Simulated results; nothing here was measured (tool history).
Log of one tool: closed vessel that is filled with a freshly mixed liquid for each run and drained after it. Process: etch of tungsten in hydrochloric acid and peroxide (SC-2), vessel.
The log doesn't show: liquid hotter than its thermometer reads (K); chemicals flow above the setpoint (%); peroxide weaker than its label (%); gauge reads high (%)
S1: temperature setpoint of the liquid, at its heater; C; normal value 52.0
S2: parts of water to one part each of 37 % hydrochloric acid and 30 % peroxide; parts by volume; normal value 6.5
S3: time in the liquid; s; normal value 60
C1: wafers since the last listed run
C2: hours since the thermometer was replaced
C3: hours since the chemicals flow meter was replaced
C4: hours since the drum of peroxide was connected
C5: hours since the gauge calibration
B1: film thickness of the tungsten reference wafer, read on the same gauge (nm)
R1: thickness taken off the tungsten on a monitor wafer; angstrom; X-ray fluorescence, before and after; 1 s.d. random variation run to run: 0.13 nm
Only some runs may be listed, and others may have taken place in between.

run 1 day=0.000 | S1=52.0 S2=8.5 S3=60 | C1=0 C2=1906.9 C3=1490.3 C4=1404.0 C5=111.1 | B1=70.01 | R1=341.1
run 2 day=1.067 | S1=52.0 S2=8.5 S3=60 | C1=2176 C2=1932.5 C3=1515.9 C4=1429.6 C5=136.7 | B1=70.00 | R1=340.6
run 3 day=1.754 | S1=52.0 S2=6.5 S3=60 | C1=1402 C2=1949.0 C3=1532.4 C4=1446.1 C5=153.2 | B1=70.00 | R1=421.1
run 4 day=2.062 | S1=52.0 S2=5.0 S3=40 | C1=629 C2=1956.4 C3=1539.8 C4=1453.5 C5=160.6 | B1=69.99 | R1=341.6
run 5 day=2.629 | S1=52.0 S2=5.0 S3=60 | C1=1156 C2=1970.0 C3=1553.4 C4=1467.1 C5=174.2 | B1=70.02 | R1=512.9
run 6 day=3.262 | S1=52.0 S2=5.0 S3=60 | C1=1292 C2=1985.2 C3=1568.6 C4=1482.3 C5=189.4 | B1=70.00 | R1=510.9
-- day=3.367 gauge calibrated
run 7 day=3.546 | S1=52.0 S2=5.0 S3=60 | C1=578 C2=1992.0 C3=1575.4 C4=1489.1 C5=4.3 | B1=70.01 | R1=513.6
run 8 day=4.146 | S1=52.0 S2=6.5 S3=60 | C1=1224 C2=2006.4 C3=1589.8 C4=1503.5 C5=18.7 | B1=69.99 | R1=423.3
run 9 day=4.550 | S1=59.5 S2=4.0 S3=95 | C1=824 C2=2016.1 C3=1599.5 C4=1513.2 C5=28.4 | B1=69.97 | R1=1523.2
run 10 day=5.129 | S1=52.0 S2=8.5 S3=60 | C1=1181 C2=2030.0 C3=1613.4 C4=1527.1 C5=42.3 | B1=69.98 | R1=345.2
run 11 day=5.767 | S1=55.5 S2=8.0 S3=35 | C1=1300 C2=2045.3 C3=1628.7 C4=1542.4 C5=57.6 | B1=70.01 | R1=263.8
-- day=6.108 thermometer replaced
-- day=6.233 chemicals flow meter replaced
-- day=6.371 new drum of peroxide connected
run 12 day=6.479 | S1=52.0 S2=8.5 S3=60 | C1=1198 C2=8.9 C3=5.9 C4=2.6 C5=74.7 | B1=70.00 | R1=298.6
run 13 day=7.054 | S1=52.0 S2=6.5 S3=50 | C1=1173 C2=22.7 C3=19.7 C4=16.4 C5=88.5 | B1=70.00 | R1=309.1
run 14 day=7.758 | S1=52.0 S2=5.5 S3=35 | C1=1436 C2=39.6 C3=36.6 C4=33.3 C5=105.4 | B1=70.01 | R1=244.6
run 15 day=8.462 | S1=49.5 S2=8.0 S3=90 | C1=1436 C2=56.5 C3=53.5 C4=50.2 C5=122.3 | B1=70.01 | R1=400.6
run 16 day=9.067 | S1=54.5 S2=4.0 S3=60 | C1=1232 C2=71.0 C3=68.0 C4=64.7 C5=136.8 | B1=70.00 | R1=613.8

State the hidden condition of the tool at each of the runs:
chemicals flow above the setpoint (%): 0 at every run
peroxide weaker than its label (%): 0 at every run
gauge reads high (%): 0 at every run
H1: liquid hotter than its thermometer reads (K)
run=1 H1=2.52
run=2 H1=2.55
run=3 H1=2.57
run=4 H1=2.58
run=5 H1=2.6
run=6 H1=2.62
run=7 H1=2.63
run=8 H1=2.65
run=9 H1=2.66
run=10 H1=2.68
run=11 H1=2.7
run=12 H1=0.548
run=13 H1=0.566
run=14 H1=0.587
run=15 H1=0.609
run=16 H1=0.628
